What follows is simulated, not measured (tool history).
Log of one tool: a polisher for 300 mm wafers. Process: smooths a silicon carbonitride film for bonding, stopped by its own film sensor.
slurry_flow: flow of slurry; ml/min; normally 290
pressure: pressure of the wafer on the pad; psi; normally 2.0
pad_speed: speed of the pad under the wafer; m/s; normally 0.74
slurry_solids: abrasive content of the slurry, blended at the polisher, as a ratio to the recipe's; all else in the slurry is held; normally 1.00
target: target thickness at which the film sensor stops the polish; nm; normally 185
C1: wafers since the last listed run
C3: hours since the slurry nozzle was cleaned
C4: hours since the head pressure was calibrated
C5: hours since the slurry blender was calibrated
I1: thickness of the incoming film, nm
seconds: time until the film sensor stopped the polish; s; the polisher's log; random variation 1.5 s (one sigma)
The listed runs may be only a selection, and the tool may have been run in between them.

run 1 hour=0.0 | slurry_flow=290 pressure=2.0 pad_speed=0.74 slurry_solids=1.00 target=185 | C1=0 wafers_polished_on_this_pad=2648 C3=204.6 C4=713.9 C5=367.2 | I1=209.4 | seconds=120.0
-- hour=69.4 slurry blender recalibrated
run 2 hour=90.9 | slurry_flow=290 pressure=2.0 pad_speed=0.74 slurry_solids=1.00 target=185 | C1=868 wafers_polished_on_this_pad=3516 C3=295.5 C4=804.8 C5=21.5 | I1=209.5 | seconds=116.7
-- hour=155.9 worn pad replaced by a new one
run 3 hour=156.6 | slurry_flow=290 pressure=2.0 pad_speed=0.74 slurry_solids=1.00 target=185 | C1=602 wafers_polished_on_this_pad=6 C3=361.2 C4=870.5 C5=87.2 | I1=210.9 | seconds=122.2
run 4 hour=219.3 | slurry_flow=290 pressure=2.0 pad_speed=0.74 slurry_solids=1.00 target=185 | C1=612 wafers_polished_on_this_pad=618 C3=423.9 C4=933.2 C5=149.9 | I1=208.0 | seconds=111.3
run 5 hour=257.3 | slurry_flow=290 pressure=2.0 pad_speed=0.74 slurry_solids=1.00 target=185 | C1=371 wafers_polished_on_this_pad=989 C3=461.9 C4=971.2 C5=187.9 | I1=207.7 | seconds=108.7
run 6 hour=339.8 | slurry_flow=290 pressure=2.0 pad_speed=0.74 slurry_solids=1.00 target=185 | C1=805 wafers_polished_on_this_pad=1795 C3=544.4 C4=1053.7 C5=270.4 | I1=209.6 | seconds=119.3
-- hour=370.1 head pressure recalibrated
-- hour=381.7 slurry nozzle cleaned
run 7 hour=415.8 | slurry_flow=290 pressure=2.0 pad_speed=0.54 slurry_solids=1.00 target=185 | C1=712 wafers_polished_on_this_pad=2508 C3=34.1 C4=45.7 C5=346.4 | I1=210.7 | seconds=166.0
run 8 hour=467.5 | slurry_flow=290 pressure=2.0 pad_speed=0.54 slurry_solids=1.00 target=185 | C1=504 wafers_polished_on_this_pad=3013 C3=85.8 C4=97.4 C5=398.1 | I1=208.4 | seconds=151.9
-- hour=493.2 slurry blender recalibrated
run 9 hour=543.0 | slurry_flow=290 pressure=2.0 pad_speed=0.54 slurry_solids=1.00 target=185 | C1=717 wafers_polished_on_this_pad=3730 C3=161.3 C4=172.9 C5=49.8 | I1=209.9 | seconds=159.6
-- hour=578.6 worn pad replaced by a new one
run 10 hour=591.6 | slurry_flow=290 pressure=2.0 pad_speed=0.74 slurry_solids=1.00 target=185 | C1=435 wafers_polished_on_this_pad=127 C3=209.9 C4=221.5 C5=98.4 | I1=209.0 | seconds=121.9
run 11 hour=652.9 | slurry_flow=245 pressure=2.0 pad_speed=0.98 slurry_solids=0.80 target=192 | C1=598 wafers_polished_on_this_pad=726 C3=271.2 C4=282.8 C5=159.7 | I1=209.7 | seconds=80.9
run 12 hour=702.3 | slurry_flow=290 pressure=2.0 pad_speed=0.74 slurry_solids=1.00 target=185 | C1=482 wafers_polished_on_this_pad=1208 C3=320.6 C4=332.2 C5=209.1 | I1=207.5 | seconds=116.7
run 13 hour=745.7 | slurry_flow=290 pressure=2.0 pad_speed=0.74 slurry_solids=1.30 target=179 | C1=423 wafers_polished_on_this_pad=1632 C3=364.0 C4=375.6 C5=252.5 | I1=213.9 | seconds=161.3
run 14 hour=788.6 | slurry_flow=290 pressure=2.5 pad_speed=0.64 slurry_solids=1.20 target=191 | C1=418 wafers_polished_on_this_pad=2051 C3=406.9 C4=418.5 C5=295.4 | I1=208.8 | seconds=79.9
run 15 hour=867.5 | slurry_flow=250 pressure=2.0 pad_speed=0.74 slurry_solids=1.20 target=188 | C1=770 wafers_polished_on_this_pad=2821 C3=485.8 C4=497.4 C5=374.3 | I1=214.1 | seconds=134.3
run 16 hour=938.9 | slurry_flow=340 pressure=2.0 pad_speed=0.74 slurry_solids=1.00 target=185 | C1=697 wafers_polished_on_this_pad=3518 C3=557.2 C4=568.8 C5=445.7 | I1=212.3 | seconds=143.5
-- hour=959.2 slurry nozzle cleaned, repeated, since the last time left the tool worse
-- hour=999.8 slurry blender recalibrated
-- hour=1011.3 worn pad replaced by a new one
run 17 hour=1046.8 | slurry_flow=290 pressure=2.4 pad_speed=0.74 slurry_solids=1.00 target=179 | C1=985 wafers_polished_on_this_pad=346 C3=87.6 C4=676.7 C5=47.0 | I1=209.0 | seconds=121.6
run 18 hour=1131.4 | slurry_flow=290 pressure=2.0 pad_speed=0.74 slurry_solids=1.00 target=185 | C1=826 wafers_polished_on_this_pad=1172 C3=172.2 C4=761.3 C5=131.6 | I1=211.2 | seconds=127.9
run 19 hour=1173.7 | slurry_flow=365 pressure=1.3 pad_speed=0.64 slurry_solids=1.10 target=185 | C1=413 wafers_polished_on_this_pad=1585 C3=214.5 C4=803.6 C5=173.9 | I1=211.4 | seconds=200.3
run 20 hour=1228.3 | slurry_flow=205 pressure=1.4 pad_speed=0.84 slurry_solids=1.00 target=185 | C1=533 wafers_polished_on_this_pad=2118 C3=269.1 C4=858.2 C5=228.5 | I1=206.9 | seconds=133.9
run 21 hour=1321.7 | slurry_flow=245 pressure=1.4 pad_speed=0.74 slurry_solids=0.80 target=178 | C1=912 wafers_polished_on_this_pad=3030 C3=362.5 C4=951.6 C5=321.9 | I1=209.8 | seconds=229.0
-- hour=1370.7 head pressure recalibrated
run 22 hour=1392.5 | slurry_flow=290 pressure=2.0 pad_speed=0.74 slurry_solids=0.85 target=192 | C1=671 wafers_polished_on_this_pad=3702 C3=433.3 C4=21.8 C5=392.7 | I1=209.0 | seconds=88.1
-- hour=1423.4 slurry blender recalibrated
run 23 hour=1450.5 | slurry_flow=215 pressure=2.0 pad_speed=0.88 slurry_solids=1.30 target=190 | C1=546 wafers_polished_on_this_pad=4249 C3=491.3 C4=79.8 C5=27.1 | I1=208.3 | seconds=74.3
run 24 hour=1510.4 | slurry_flow=325 pressure=2.3 pad_speed=0.74 slurry_solids=1.00 target=185 | C1=584 wafers_polished_on_this_pad=4834 C3=551.2 C4=139.7 C5=87.0 | I1=207.8 | seconds=94.7
-- hour=1515.7 slurry nozzle cleaned
run 25 hour=1547.8 | slurry_flow=290 pressure=2.0 pad_speed=0.74 slurry_solids=1.00 target=185 | C1=355 wafers_polished_on_this_pad=5190 C3=32.1 C4=177.1 C5=124.4 | I1=209.2 | seconds=115.4
-- hour=1572.3 worn pad replaced by a new one
run 26 hour=1619.6 | slurry_flow=290 pressure=2.0 pad_speed=0.74 slurry_solids=1.00 target=182 | C1=662 wafers_polished_on_this_pad=461 C3=103.9 C4=248.9 C5=196.2 | I1=211.0 | seconds=138.1
run 27 hour=1676.4 | slurry_flow=290 pressure=2.0 pad_speed=0.88 slurry_solids=1.00 target=181 | C1=554 wafers_polished_on_this_pad=1016 C3=160.7 C4=305.7 C5=253.0 | I1=212.4 | seconds=130.7
run 28 hour=1765.7 | slurry_flow=290 pressure=2.0 pad_speed=0.74 slurry_solids=1.00 target=185 | C1=872 wafers_polished_on_this_pad=1888 C3=250.0 C4=395.0 C5=342.3 | I1=212.8 | seconds=131.6
run 29 hour=1805.8 | slurry_flow=290 pressure=2.0 pad_speed=0.74 slurry_solids=1.00 target=185 | C1=391 wafers_polished_on_this_pad=2279 C3=290.1 C4=435.1 C5=382.4 | I1=209.8 | seconds=118.5
run 30 hour=1910.5 | slurry_flow=290 pressure=2.0 pad_speed=0.74 slurry_solids=1.00 target=185 | C1=1022 wafers_polished_on_this_pad=3302 C3=394.8 C4=539.8 C5=487.1 | I1=210.5 | seconds=122.3

Below, each run's measurement less what the same run would have read without the hidden state. Both values contain the same run-to-run variation, but the gauge's scatter may not be the same in both:
The tool's hidden condition here consists of: removal rate lost through wear of the pad, %; slurry flow missing at the pad, %; deviation of the head's pressure from its setpoint, %; abrasive missing from the slurry, %.
run=1 seconds=+1.0
run=2 seconds=+1.4
run=3 seconds=+1.8
run=4 seconds=+1.9
run=5 seconds=+2.1
run=6 seconds=+2.8
run=7 seconds=+8.5
run=8 seconds=+8.4
run=9 seconds=+9.9
run=10 seconds=+8.1
run=11 seconds=+7.0
run=12 seconds=+9.1
run=13 seconds=+13.4
run=14 seconds=+7.0
run=15 seconds=+15.1
run=16 seconds=+13.2
run=17 seconds=+0.8
run=18 seconds=+1.3
run=19 seconds=+1.9
run=20 seconds=+2.7
run=21 seconds=+5.1
run=22 seconds=+2.0
run=23 seconds=+2.5
run=24 seconds=+2.4
run=25 seconds=+0.2
run=26 seconds=+0.6
run=27 seconds=+0.8
run=28 seconds=+1.3
run=29 seconds=+1.4
run=30 seconds=+2.0
